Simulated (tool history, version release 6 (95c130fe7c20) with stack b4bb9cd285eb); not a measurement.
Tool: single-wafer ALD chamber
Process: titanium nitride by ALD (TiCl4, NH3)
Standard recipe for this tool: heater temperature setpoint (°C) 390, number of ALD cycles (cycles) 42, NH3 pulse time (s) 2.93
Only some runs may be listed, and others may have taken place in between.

run,hour,heater temperature setpoint (°C),number of ALD cycles (cycles),NH3 pulse time (s),wafers since the last listed run,hours since the last thermocouple change,hours since the showerhead was replaced,hours since the gauge calibration,"read-back reference wafer on the same gauge, thickness_nm",mean film thickness on the monitor wafer (nm)
1,0,390,42,2.93,0,765.5,3331.5,158.9,1.128,0.963
2,46.5,390,42,2.93,308,812,3378,205.4,1.129,0.963
3,128.5,390,42,2.93,543,894,3460,287.4,1.131,0.964
4,197.5,390,42,2.93,457,963,3529,356.4,1.134,0.966
5,287.9,390,42,2.93,599,1053.4,3619.4,446.8,1.135,0.968
6,371.7,383,42,2.93,555,1137.2,3703.2,530.6,1.14,0.969
# hour 437.4: thermocouple changed; heater temperature recalibrated
7,460.4,383,42,2.93,534,23,3791.9,619.3,1.145,0.975
8,566.9,390,42,2.93,705,129.5,3898.4,725.8,1.149,0.987
9,658.2,390,42,2.93,605,220.8,3989.7,817.1,1.155,0.988
# hour 660.9: gauge calibrated
10,752.8,376,46,1.94,627,315.4,4084.3,91.9,1.127,1.02
# hour 830.4: showerhead replaced
11,830.9,390,42,2.93,464,393.5,0.5,170,1.128,0.958
12,932.7,402,34,2.93,674,495.3,102.3,271.8,1.129,0.786
13,1018,385,38,2.08,565,580.6,187.6,357.1,1.131,0.858
14,1081.4,397,39,2.93,420,644,251,420.5,1.136,0.902
15,1187.2,385,42,2.93,701,749.8,356.8,526.3,1.14,0.966
16,1245.2,390,42,2.93,384,807.8,414.8,584.3,1.141,0.972
17,1292.3,400,45,2.48,312,854.9,461.9,631.4,1.143,1.042

Alternative continuations, all from the tool just after run 17; predict every row:
A,1292.8,390,42,3.74,3,855.4,462.4,631.9,?,?
B,1292.8,380,37,2.07,3,855.4,462.4,631.9,?,?
C,1292.8,404,40,2.93,3,855.4,462.4,631.9,?,?

run,"read-back reference wafer on the same gauge, thickness_nm",mean film thickness on the monitor wafer (nm)
A,1.145,0.978
B,1.145,0.836
C,1.145,0.93
With no hidden state in the tool, these same runs would have given:
run,mean film thickness on the monitor wafer (nm)
A,0.964
B,0.825
C,0.917

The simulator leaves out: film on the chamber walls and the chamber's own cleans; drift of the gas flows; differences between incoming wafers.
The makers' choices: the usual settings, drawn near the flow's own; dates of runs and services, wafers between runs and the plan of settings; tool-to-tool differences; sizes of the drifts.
